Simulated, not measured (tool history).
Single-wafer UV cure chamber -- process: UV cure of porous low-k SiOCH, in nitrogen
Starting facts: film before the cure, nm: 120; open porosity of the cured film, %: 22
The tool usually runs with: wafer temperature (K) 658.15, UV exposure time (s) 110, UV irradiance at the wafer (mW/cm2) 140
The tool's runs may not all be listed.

| run | hour | wafer temperature (K) | UV exposure time (s) | UV irradiance at the wafer (mW/cm2) | wafers since the last listed run | hours since the UV bulbs were replaced | wafers since the quartz window was cleaned | loss of film thickness in the cure (%) |
|---|---|---|---|---|---|---|---|---|
| 1 | 0 | 658.15 | 110 | 140 | 0 | 1902.7 | 2228 | 9.881 |
| 2 | 8.7 | 658.15 | 110 | 140 | 54 | 1911.4 | 2282 | 9.858 |
| 3 | 24.9 | 658.15 | 75 | 140 | 101 | 1927.6 | 2384 | 8.203 |
| 4 | 31.2 | 671.15 | 110 | 120 | 39 | 1933.9 | 2423 | 9.678 |
| 5 | 41.6 | 671.15 | 110 | 120 | 64 | 1944.3 | 2488 | 9.411 |
| 6 | 58.2 | 671.15 | 110 | 120 | 103 | 1960.9 | 2592 | 9.276 |
| 7 | 64.9 | 658.15 | 110 | 140 | 41 | 1967.6 | 2633 | 9.61 |
| 8 | 108.9 | 658.15 | 110 | 140 | 274 | 2011.6 | 2908 | 10.017 |
| 9 | 125.5 | 658.15 | 110 | 140 | 103 | 2028.2 | 3012 | 9.699 |
| 10 | 140.3 | 658.15 | 110 | 140 | 92 | 2043 | 3104 | 9.728 |
| 11 | 150.3 | 658.15 | 110 | 140 | 62 | 2053 | 3167 | 9.763 |
| 12 | 167.8 | 658.15 | 110 | 140 | 109 | 2070.5 | 3276 | 9.646 |
| 13 | 179.7 | 658.15 | 110 | 140 | 74 | 2082.4 | 3350 | 9.519 |
| 14 | 194.4 | 658.15 | 110 | 140 | 91 | 2097.1 | 3442 | 9.659 |
| 15 | 229.5 | 644.15 | 110 | 140 | 219 | 2132.2 | 3661 | 9.616 |
| 16 | 245.9 | 658.15 | 110 | 140 | 102 | 2148.6 | 3764 | 9.691 |
| 17 | 261.8 | 658.15 | 70 | 140 | 99 | 2164.5 | 3863 | 7.842 |
| 18 | 270.2 | 658.15 | 70 | 140 | 52 | 2172.9 | 3916 | 7.753 |
| 19 | 284.6 | 670.15 | 110 | 140 | 89 | 2187.3 | 4005 | 9.791 |
| 20 | 297.9 | 639.15 | 150 | 169 | 83 | 2200.6 | 4089 | 11.412 |
| 21 | 310.1 | 676.15 | 85 | 111 | 76 | 2212.8 | 4165 | 7.933 |
| 22 | 318.1 | 650.15 | 80 | 140 | 49 | 2220.8 | 4215 | 8.298 |
| 23 | 335.3 | 670.15 | 160 | 161 | 107 | 2238 | 4322 | 11.975 |
| 24 | 347.3 | 658.15 | 145 | 168 | 74 | 2250 | 4397 | 11.981 |
|  | 363.1 | quartz window cleaned |
| 25 | 363.6 | 658.15 | 110 | 140 | 51 | 2266.3 | 3 | 10.759 |
|  | 371.8 | UV bulbs replaced |
| 26 | 375 | 665.15 | 110 | 155 | 21 | 3.2 | 24 | 10.912 |
| 27 | 392.3 | 647.15 | 110 | 169 | 108 | 20.5 | 132 | 10.89 |
| 28 | 407.8 | 677.15 | 75 | 166 | 96 | 36 | 229 | 9.71 |
| 29 | 421.1 | 658.15 | 110 | 140 | 83 | 49.3 | 312 | 10.423 |
| 30 | 429.5 | 668.15 | 110 | 140 | 52 | 57.7 | 364 | 10.577 |
| 31 | 442 | 658.15 | 110 | 140 | 78 | 70.2 | 442 | 10.106 |
| 32 | 455.3 | 645.15 | 110 | 140 | 83 | 83.5 | 525 | 10.254 |
| 33 | 466.8 | 673.15 | 65 | 140 | 71 | 95 | 597 | 8.218 |
| 34 | 476.6 | 658.15 | 65 | 173 | 61 | 104.8 | 658 | 8.652 |
| 35 | 524.7 | 677.15 | 140 | 128 | 300 | 152.9 | 959 | 10.901 |
| 36 | 538.7 | 648.15 | 70 | 111 | 87 | 166.9 | 1046 | 7.043 |
| 37 | 549 | 675.15 | 80 | 157 | 64 | 177.2 | 1111 | 9.168 |
| 38 | 556 | 647.15 | 95 | 113 | 43 | 184.2 | 1154 | 8.427 |

Each row is a separate what-if for the run after 38, all from the same tool condition, not one after another. Results?
| A | 556.4 | 658.15 | 110 | 140 | 2 | 184.6 | 1157 | ? |
| B | 556.4 | 665.15 | 110 | 179 | 2 | 184.6 | 1157 | ? |
| C | 556.4 | 667.15 | 150 | 166 | 2 | 184.6 | 1157 | ? |
| D | 556.4 | 645.15 | 70 | 171 | 2 | 184.6 | 1157 | ? |
| E | 556.4 | 678.15 | 110 | 151 | 2 | 184.6 | 1157 | ? |

| run | loss of film thickness in the cure (%) |
|---|---|
| A | 9.906 |
| B | 11.094 |
| C | 12.179 |
| D | 8.621 |
| E | 10.568 |
With the hidden condition removed and each run's random variation left untouched, the same runs would have given:
| run | loss of film thickness in the cure (%) |
|---|---|
| A | 10.505 |
| B | 11.712 |
| C | 12.814 |
| D | 9.202 |
| E | 11.178 |

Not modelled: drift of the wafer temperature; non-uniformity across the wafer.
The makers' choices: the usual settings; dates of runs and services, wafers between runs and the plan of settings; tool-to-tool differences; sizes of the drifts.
